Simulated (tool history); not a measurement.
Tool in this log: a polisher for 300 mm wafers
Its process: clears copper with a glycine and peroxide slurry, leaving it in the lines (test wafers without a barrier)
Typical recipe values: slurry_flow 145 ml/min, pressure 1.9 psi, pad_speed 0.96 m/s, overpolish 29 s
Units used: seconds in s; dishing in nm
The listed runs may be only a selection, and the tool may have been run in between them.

run,hour,slurry_flow,pressure,pad_speed,overpolish,"incoming thickness of the incoming film, nm",seconds,dishing
1,0.0,145,1.9,0.96,29,626.2,199.1,61.9
# hour 45.0: worn pad replaced by a new one
2,45.5,145,1.9,0.96,29,631.5,200.6,63.0
3,69.3,120,1.9,0.96,29,630.9,206.3,58.3
# hour 102.0: slurry nozzle cleaned
4,140.7,120,1.9,0.96,29,622.5,206.9,61.1
5,167.4,120,1.9,0.96,29,631.5,208.7,60.7
6,207.4,145,1.9,0.96,29,616.6,198.3,61.1
7,301.9,145,1.9,0.96,29,636.9,204.2,59.5
8,340.9,145,1.9,0.96,29,634.4,205.2,60.4
# hour 349.5: worn pad replaced by a new one, of another model than before
9,395.9,145,1.9,0.96,29,623.0,207.3,59.5
10,463.1,145,1.9,0.96,29,617.6,204.3,61.0
11,522.6,145,1.9,0.96,38,612.3,203.0,71.5
12,551.9,145,1.9,0.96,29,638.9,212.4,59.9
13,588.4,145,1.4,0.96,29,635.8,268.2,48.8
14,627.0,145,1.9,0.96,29,617.1,204.2,57.1
# hour 655.0: head pressure recalibrated
# hour 670.4: worn pad replaced by a new one
15,670.9,145,1.9,0.96,29,626.4,191.4,63.7
16,723.3,160,1.6,0.66,19,631.6,250.5,36.8
# hour 831.6: slurry nozzle cleaned
17,908.4,120,1.9,1.14,29,631.7,196.5,62.3
# hour 942.9: worn pad replaced by a new one
18,943.4,145,1.4,0.96,36,617.2,257.9,59.3
19,971.3,190,1.9,0.72,29,621.5,214.2,58.3
20,1026.6,145,2.4,1.18,46,625.6,154.7,99.4
21,1224.6,105,1.4,1.16,43,620.1,250.0,66.2
# hour 1253.5: worn pad replaced by a new one
22,1289.2,145,2.3,0.96,24,623.8,177.5,57.2
23,1349.4,145,1.3,0.86,29,618.4,282.8,45.5
24,1414.0,145,1.9,0.96,29,630.2,210.7,59.3
25,1471.5,115,1.9,0.96,29,625.1,213.4,60.7

Below are 4 alternative next runs, each starting from the tool's condition after run 25. Predict each:
A,1472.0,100,1.9,0.96,29,631.8,?,?
B,1472.0,125,2.3,0.96,29,631.8,?,?
C,1472.0,180,1.5,0.84,21,631.8,?,?
D,1472.0,130,1.2,1.18,46,631.8,?,?

run,seconds,dishing
A,222.9,59.3
B,185.5,68.4
C,263.8,39.8
D,290.1,66.4
Had the tool no hidden state, the same runs would have come out as:
run,seconds,dishing
A,201.9,64.1
B,167.2,74.0
C,241.2,43.0
D,265.9,70.8
